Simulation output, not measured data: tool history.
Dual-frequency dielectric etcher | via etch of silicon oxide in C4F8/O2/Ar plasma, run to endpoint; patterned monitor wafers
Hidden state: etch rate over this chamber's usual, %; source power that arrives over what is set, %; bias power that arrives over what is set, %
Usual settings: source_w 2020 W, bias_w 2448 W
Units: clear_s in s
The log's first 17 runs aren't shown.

run   hour  source_w  bias_w  wafers since the last listed run  hours since the last wet clean  hours since the last source power generator calibration  hours since the last bias power generator calibration  hours since the last upper electrode change  incoming incoming film thickness, nm  clear_s
 18  205.5      1900    2313                                34                            89.4                                                   2162.0                                                   36.2                                       5061.2                                1080.6    207.2
 19  215.6      2020    1989                                34                            99.5                                                   2172.1                                                   46.3                                       5071.3                                1079.6    217.5
     245.7  -- source power generator calibrated
     247.0  -- upper electrode replaced
 20  247.5      2450    1929                                91                           131.4                                                      1.8                                                   78.2                                          0.5                                1077.8    199.8
 21  247.9      2020    2847                                 1                           131.8                                                      2.2                                                   78.6                                          0.9                                1086.1    183.9
 22  255.1      2420    2168                                24                           139.0                                                      9.4                                                   85.8                                          8.1                                1083.4    190.5
 23  271.8      2020    2448                                57                           155.7                                                     26.1                                                  102.5                                         24.8                                1084.6    196.8
 24  281.1      1770    2733                                32                           165.0                                                     35.4                                                  111.8                                         34.1                                1091.5    199.9
 25  297.0      2020    2448                                54                           180.9                                                     51.3                                                  127.7                                         50.0                                1085.2    194.4
 26  308.1      2020    2642                                38                           192.0                                                     62.4                                                  138.8                                         61.1                                1079.1    186.2
 27  319.4      2250    1923                                38                           203.3                                                     73.7                                                  150.1                                         72.4                                1082.8    209.2
 28  331.7      2020    2448                                42                           215.6                                                     86.0                                                  162.4                                         84.7                                1080.3    195.3
 29  338.8      1530    2020                                24                           222.7                                                     93.1                                                  169.5                                         91.8                                1077.2    247.2
 30  353.5      2300    2235                                50                           237.4                                                    107.8                                                  184.2                                        106.5                                1083.8    188.6
 31  360.6      1750    2448                                24                           244.5                                                    114.9                                                  191.3                                        113.6                                1082.5    208.9
 32  374.4      1770    2733                                47                           258.3                                                    128.7                                                  205.1                                        127.4                                1075.6    194.6
 33  394.2      2420    1959                                68                           278.1                                                    148.5                                                  224.9                                        147.2                                1084.0    197.6
 34  409.6      2020    2219                                52                           293.5                                                    163.9                                                  240.3                                        162.6                                1079.0    202.1

Forecast each of these 5 alternatives for the next run:
  A  410.1      2020    2448                                 1                           294.0                                                    164.4                                                  240.8                                        163.1                                1082.1        ?
  B  410.1      2210    2921                                 1                           294.0                                                    164.4                                                  240.8                                        163.1                                1082.1        ?
  C  410.1      1850    2252                                 1                           294.0                                                    164.4                                                  240.8                                        163.1                                1082.1        ?
  D  410.1      1600    2151                                 1                           294.0                                                    164.4                                                  240.8                                        163.1                                1082.1        ?
  E  410.1      2020    1962                                 1                           294.0                                                    164.4                                                  240.8                                        163.1                                1082.1        ?

run  clear_s
  A    194.6
  B    171.5
  C    211.9
  D    233.9
  E    217.2
Without the tool's hidden state the same runs would have given:
run  clear_s
  A    197.5
  B    174.0
  C    214.9
  D    237.3
  E    220.3
